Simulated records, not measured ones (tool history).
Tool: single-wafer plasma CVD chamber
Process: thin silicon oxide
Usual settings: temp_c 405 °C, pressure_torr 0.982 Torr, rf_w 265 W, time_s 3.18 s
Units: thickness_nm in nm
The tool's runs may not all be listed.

run,day,temp_c,pressure_torr,rf_w,time_s,wafers since the last listed run,hours since the last thermocouple change,hours since the last RF generator calibration,hours since the last manometer calibration,hours since the showerhead was replaced,hours since the gauge calibration,"read-back reference wafer on the same gauge, thickness_nm",thickness_nm
1,0.000,408,0.982,280,3.18,0,1222.1,1081.4,926.1,3311.7,112.5,6.795,6.940
2,0.358,405,0.982,265,3.18,368,1230.7,1090.0,934.7,3320.3,121.1,6.791,6.848
# day 0.804: gauge calibrated
3,1.071,405,0.982,265,3.18,733,1247.8,1107.1,951.8,3337.4,6.4,6.791,6.865
4,1.525,405,0.982,265,3.18,467,1258.7,1118.0,962.7,3348.3,17.3,6.792,6.855
5,2.225,395,0.982,265,3.18,720,1275.5,1134.8,979.5,3365.1,34.1,6.787,6.906
6,2.629,395,0.982,265,3.18,415,1285.2,1144.5,989.2,3374.8,43.8,6.785,6.930
# day 3.092: thermocouple changed; heater temperature recalibrated
# day 3.296: RF generator calibrated
7,3.317,395,0.982,265,3.18,154,5.4,0.5,1005.7,3391.3,60.3,6.791,6.917
8,3.329,405,0.982,275,3.18,12,5.7,0.8,1006.0,3391.6,60.6,6.791,6.932
9,3.912,405,0.982,305,3.18,600,19.7,14.8,1020.0,3405.6,74.6,6.786,7.103
# day 4.638: showerhead replaced, of another model than before
10,4.658,405,0.982,265,3.18,424,37.6,32.7,1037.9,0.5,92.5,6.784,6.755
11,4.971,398,0.982,265,3.18,321,45.1,40.2,1045.4,8.0,100.0,6.793,6.790
12,5.238,405,0.982,265,3.18,274,51.5,46.6,1051.8,14.4,106.4,6.788,6.756
# day 5.238: gauge calibrated
# day 5.950: capacitance manometer re-zeroed and calibrated
13,5.971,394,0.982,265,3.18,411,69.1,64.2,0.5,32.0,17.6,6.794,6.622
14,6.004,394,0.829,265,3.35,34,69.9,65.0,1.3,32.8,18.4,6.789,6.506
15,6.604,405,0.982,265,3.18,617,84.3,79.4,15.7,47.2,32.8,6.788,6.573
16,7.312,412,1.108,265,2.96,728,101.3,96.4,32.7,64.2,49.8,6.787,6.364
17,7.600,405,1.188,220,2.73,295,108.2,103.3,39.6,71.1,56.7,6.791,5.740
18,7.988,412,0.738,265,3.18,398,117.5,112.6,48.9,80.4,66.0,6.792,5.886

Forecast each of these 3 alternatives for the next run:
A,8.004,390,0.982,265,3.18,17,117.9,113.0,49.3,80.8,66.4,?,?
B,8.004,418,0.982,265,2.93,17,117.9,113.0,49.3,80.8,66.4,?,?
C,8.004,394,0.982,265,2.91,17,117.9,113.0,49.3,80.8,66.4,?,?

run,"read-back reference wafer on the same gauge, thickness_nm",thickness_nm
A,6.789,6.651
B,6.789,6.002
C,6.789,6.068
Without the tool's hidden state the same runs would have given:
run,thickness_nm
A,6.625
B,5.979
C,6.045

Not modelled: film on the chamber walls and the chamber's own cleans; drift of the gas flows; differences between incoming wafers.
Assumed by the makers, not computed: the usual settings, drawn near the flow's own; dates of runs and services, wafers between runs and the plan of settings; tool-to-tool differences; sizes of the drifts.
